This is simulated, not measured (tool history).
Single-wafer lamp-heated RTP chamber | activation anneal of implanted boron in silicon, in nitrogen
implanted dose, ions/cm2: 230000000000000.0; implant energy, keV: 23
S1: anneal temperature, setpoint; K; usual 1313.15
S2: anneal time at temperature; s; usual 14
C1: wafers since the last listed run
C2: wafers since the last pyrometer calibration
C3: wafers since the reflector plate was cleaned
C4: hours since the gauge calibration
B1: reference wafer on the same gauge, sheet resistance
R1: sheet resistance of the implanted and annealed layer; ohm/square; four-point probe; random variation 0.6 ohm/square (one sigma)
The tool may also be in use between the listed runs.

| run | hour | S1 | S2 | C1 | C2 | C3 | C4 | B1 | R1 |
|---|---|---|---|---|---|---|---|---|---|
| 1 | 0 | 1313.15 | 14 | 0 | 5233 | 295 | 1381.8 | 376 | 397.5 |
| 2 | 68.2 | 1313.15 | 14 | 940 | 6174 | 1236 | 1450 | 375.86 | 398.64 |
| 3 | 108.3 | 1313.15 | 10 | 552 | 6727 | 1788 | 1490.1 | 375.67 | 398.38 |
|  | 197.5 | pyrometer window cleaned and pyrometer calibrated |
| 4 | 427.5 | 1313.15 | 10 | 4291 | 3170 | 6080 | 1809.3 | 375.11 | 398.18 |
| 5 | 500.3 | 1313.15 | 10 | 1003 | 4174 | 7083 | 1882.1 | 374.99 | 397.26 |
| 6 | 576.8 | 1313.15 | 14 | 1054 | 5229 | 8138 | 1958.6 | 374.87 | 397.01 |
| 7 | 651.2 | 1313.15 | 14 | 1025 | 6255 | 9164 | 2033 | 374.68 | 396.67 |
| 8 | 750.3 | 1313.15 | 14 | 1366 | 7621 | 10530 | 2132.1 | 374.52 | 396.41 |
|  | 834.5 | pyrometer window cleaned and pyrometer calibrated |
| 9 | 835 | 1313.15 | 14 | 1057 | 6 | 11588 | 2216.8 | 374.32 | 396.84 |
| 10 | 893.8 | 1313.15 | 14 | 810 | 817 | 12399 | 2275.6 | 374.23 | 396.45 |
|  | 908.4 | reflector plate cleaned |
| 11 | 951.3 | 1332.15 | 14 | 682 | 1499 | 591 | 2333.1 | 374.2 | 395.87 |
| 12 | 996.4 | 1332.15 | 14 | 621 | 2121 | 1212 | 2378.2 | 374.09 | 395.02 |
| 13 | 1066.3 | 1332.15 | 14 | 963 | 3085 | 2176 | 2448.1 | 373.83 | 395.88 |
| 14 | 1116.8 | 1300.15 | 14 | 696 | 3781 | 2873 | 2498.6 | 373.91 | 396.83 |
|  | 1198.4 | gauge calibrated |
| 15 | 1219.6 | 1300.15 | 14 | 1417 | 5199 | 4290 | 21.2 | 378.54 | 402.13 |

The next listed run, before its measurement:
| 16 | 1290 | 1333.15 | 8 | 970 | 6169 | 5261 | 91.6 | ? | ? |

B1: 378.43
R1: 400.62 ohm/square
Without the tool's hidden state the same run would have given R1 401.24 ohm/square.
